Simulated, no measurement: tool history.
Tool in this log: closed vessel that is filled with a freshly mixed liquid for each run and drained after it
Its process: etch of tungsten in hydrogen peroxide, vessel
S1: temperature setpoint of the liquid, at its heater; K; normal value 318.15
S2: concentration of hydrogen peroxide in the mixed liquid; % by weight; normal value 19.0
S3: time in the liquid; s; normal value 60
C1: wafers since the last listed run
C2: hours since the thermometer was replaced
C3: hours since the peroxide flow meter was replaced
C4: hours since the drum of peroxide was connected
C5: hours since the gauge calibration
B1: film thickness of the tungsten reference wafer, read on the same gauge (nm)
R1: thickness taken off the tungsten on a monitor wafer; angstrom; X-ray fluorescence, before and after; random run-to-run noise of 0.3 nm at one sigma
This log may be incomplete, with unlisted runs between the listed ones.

run	hour	S1	S2	S3	C1	C2	C3	C4	C5	B1	R1
1	0.0	311.15	19.0	60	0	1455.5	1271.5	603.0	114.0	120.01	385.5
2	29.2	311.15	19.0	60	1905	1484.7	1300.7	632.2	143.2	120.01	388.1
3	51.5	311.15	19.0	60	1455	1507.0	1323.0	654.5	165.5	119.98	385.5
# hour 60.9: gauge calibrated
4	76.8	318.15	22.5	60	1650	1532.3	1348.3	679.8	15.9	120.02	659.1
5	111.4	318.15	19.0	80	2257	1566.9	1382.9	714.4	50.5	120.03	800.5
6	133.8	318.15	19.0	80	1461	1589.3	1405.3	736.8	72.9	119.96	802.9
7	166.0	318.15	19.0	80	2101	1621.5	1437.5	769.0	105.1	120.01	794.2
8	187.3	318.15	24.0	60	1389	1642.8	1458.8	790.3	126.4	120.01	677.3
# hour 197.1: thermometer replaced
9	207.2	318.15	19.0	60	1233	10.1	1478.7	810.2	146.3	119.99	593.5

The next listed run, before its measurement:
# hour 218.3: new drum of peroxide connected
# hour 232.0: gauge calibrated
10	234.6	318.15	22.0	85	1722	37.5	1506.1	16.3	2.6	?	?

Run 10 yielded B1 120.04, R1 959.1 angstrom.
With no hidden state in the tool, this same run would have given R1 963.0 angstrom.
